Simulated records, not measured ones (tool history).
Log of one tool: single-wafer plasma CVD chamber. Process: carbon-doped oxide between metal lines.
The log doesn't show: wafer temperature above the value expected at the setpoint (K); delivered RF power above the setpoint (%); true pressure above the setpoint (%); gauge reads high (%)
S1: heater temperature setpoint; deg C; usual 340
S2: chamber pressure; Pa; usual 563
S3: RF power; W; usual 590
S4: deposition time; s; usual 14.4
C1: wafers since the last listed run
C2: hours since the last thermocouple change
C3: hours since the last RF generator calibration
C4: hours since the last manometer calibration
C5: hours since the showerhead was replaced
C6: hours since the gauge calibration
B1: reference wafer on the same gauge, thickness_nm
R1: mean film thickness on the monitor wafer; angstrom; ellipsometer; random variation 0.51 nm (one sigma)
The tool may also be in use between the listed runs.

{"run": 1, "day": 0.0, "S1": 340, "S2": 563, "S3": 590, "S4": 14.4, "C1": 0, "C2": 1573.0, "C3": 779.4, "C4": 1160.8, "C5": 2545.0, "C6": 108.6, "B1": 72.472, "R1": 842.04}
{"run": 2, "day": 0.996, "S1": 340, "S2": 563, "S3": 590, "S4": 14.4, "C1": 721, "C2": 1596.9, "C3": 803.3, "C4": 1184.7, "C5": 2568.9, "C6": 132.5, "B1": 72.479, "R1": 840.34}
{"run": 3, "day": 1.662, "S1": 340, "S2": 563, "S3": 535, "S4": 15.4, "C1": 483, "C2": 1612.9, "C3": 819.3, "C4": 1200.7, "C5": 2584.9, "C6": 148.5, "B1": 72.441, "R1": 850.54}
{"day": 2.033, "done": "thermocouple changed; heater temperature recalibrated"}
{"run": 4, "day": 3.138, "S1": 340, "S2": 563, "S3": 535, "S4": 15.4, "C1": 827, "C2": 26.5, "C3": 854.7, "C4": 1236.1, "C5": 2620.3, "C6": 183.9, "B1": 72.553, "R1": 846.49}
{"run": 5, "day": 3.812, "S1": 340, "S2": 563, "S3": 535, "S4": 15.4, "C1": 489, "C2": 42.7, "C3": 870.9, "C4": 1252.3, "C5": 2636.5, "C6": 200.1, "B1": 72.511, "R1": 852.35}
{"run": 6, "day": 4.325, "S1": 340, "S2": 563, "S3": 495, "S4": 14.4, "C1": 371, "C2": 55.0, "C3": 883.2, "C4": 1264.6, "C5": 2648.8, "C6": 212.4, "B1": 72.607, "R1": 767.23}
{"run": 7, "day": 5.342, "S1": 340, "S2": 563, "S3": 495, "S4": 14.4, "C1": 736, "C2": 79.4, "C3": 907.6, "C4": 1289.0, "C5": 2673.2, "C6": 236.8, "B1": 72.543, "R1": 764.83}
{"day": 5.904, "done": "capacitance manometer re-zeroed and calibrated"}
{"run": 8, "day": 6.433, "S1": 340, "S2": 563, "S3": 590, "S4": 14.4, "C1": 549, "C2": 105.6, "C3": 933.8, "C4": 12.7, "C5": 2699.4, "C6": 263.0, "B1": 72.56, "R1": 831.91}
{"day": 7.092, "done": "RF generator calibrated"}
{"run": 9, "day": 7.754, "S1": 340, "S2": 563, "S3": 590, "S4": 14.4, "C1": 715, "C2": 137.3, "C3": 15.9, "C4": 44.4, "C5": 2731.1, "C6": 294.7, "B1": 72.521, "R1": 846.05}
{"run": 10, "day": 8.575, "S1": 340, "S2": 476, "S3": 590, "S4": 14.4, "C1": 594, "C2": 157.0, "C3": 35.6, "C4": 64.1, "C5": 2750.8, "C6": 314.4, "B1": 72.652, "R1": 828.68}
{"run": 11, "day": 10.025, "S1": 330, "S2": 487, "S3": 495, "S4": 11.8, "C1": 1050, "C2": 191.8, "C3": 70.4, "C4": 98.9, "C5": 2785.6, "C6": 349.2, "B1": 72.529, "R1": 655.76}
{"run": 12, "day": 11.333, "S1": 340, "S2": 563, "S3": 560, "S4": 14.4, "C1": 948, "C2": 223.2, "C3": 101.8, "C4": 130.3, "C5": 2817.0, "C6": 380.6, "B1": 72.631, "R1": 832.2}
{"run": 13, "day": 12.521, "S1": 340, "S2": 463, "S3": 590, "S4": 14.4, "C1": 860, "C2": 251.7, "C3": 130.3, "C4": 158.8, "C5": 2845.5, "C6": 409.1, "B1": 72.427, "R1": 827.5}
{"run": 14, "day": 13.996, "S1": 350, "S2": 563, "S3": 515, "S4": 14.4, "C1": 1068, "C2": 287.1, "C3": 165.7, "C4": 194.2, "C5": 2880.9, "C6": 444.5, "B1": 72.488, "R1": 774.65}
{"run": 15, "day": 15.062, "S1": 340, "S2": 563, "S3": 590, "S4": 12.7, "C1": 773, "C2": 312.7, "C3": 191.3, "C4": 219.8, "C5": 2906.5, "C6": 470.1, "B1": 72.49, "R1": 750.46}
{"day": 16.004, "done": "showerhead replaced"}
{"run": 16, "day": 16.208, "S1": 340, "S2": 563, "S3": 590, "S4": 14.4, "C1": 588, "C2": 340.2, "C3": 218.8, "C4": 247.3, "C5": 4.9, "C6": 497.6, "B1": 72.392, "R1": 850.59}
{"run": 17, "day": 17.583, "S1": 340, "S2": 463, "S3": 545, "S4": 15.7, "C1": 996, "C2": 373.2, "C3": 251.8, "C4": 280.3, "C5": 37.9, "C6": 530.6, "B1": 72.555, "R1": 861.49}
{"run": 18, "day": 18.092, "S1": 336, "S2": 637, "S3": 540, "S4": 16.3, "C1": 368, "C2": 385.4, "C3": 264.0, "C4": 292.5, "C5": 50.1, "C6": 542.8, "B1": 72.533, "R1": 966.19}
{"day": 18.892, "done": "gauge calibrated"}
{"run": 19, "day": 19.271, "S1": 329, "S2": 563, "S3": 480, "S4": 14.4, "C1": 854, "C2": 413.7, "C3": 292.3, "C4": 320.8, "C5": 78.4, "C6": 9.1, "B1": 72.57, "R1": 811.23}
{"run": 20, "day": 20.096, "S1": 340, "S2": 563, "S3": 525, "S4": 14.4, "C1": 597, "C2": 433.5, "C3": 312.1, "C4": 340.6, "C5": 98.2, "C6": 28.9, "B1": 72.588, "R1": 808.99}
{"run": 21, "day": 21.908, "S1": 340, "S2": 463, "S3": 590, "S4": 14.4, "C1": 1313, "C2": 477.0, "C3": 355.6, "C4": 384.1, "C5": 141.7, "C6": 72.4, "B1": 72.481, "R1": 816.24}
{"run": 22, "day": 22.996, "S1": 348, "S2": 563, "S3": 590, "S4": 14.4, "C1": 788, "C2": 503.1, "C3": 381.7, "C4": 410.2, "C5": 167.8, "C6": 98.5, "B1": 72.649, "R1": 829.19}

Forecast run 23:
{"run": 23, "day": 24.246, "S1": 340, "S2": 563, "S3": 590, "S4": 14.4, "C1": 905, "C2": 533.1, "C3": 411.7, "C4": 440.2, "C5": 197.8, "C6": 128.5, "B1": "?", "R1": "?"}

{"run 23": {"B1": 72.312, "R1": 856.5}}
Without the tool's hidden state the same run would have given R1 867.87 angstrom.

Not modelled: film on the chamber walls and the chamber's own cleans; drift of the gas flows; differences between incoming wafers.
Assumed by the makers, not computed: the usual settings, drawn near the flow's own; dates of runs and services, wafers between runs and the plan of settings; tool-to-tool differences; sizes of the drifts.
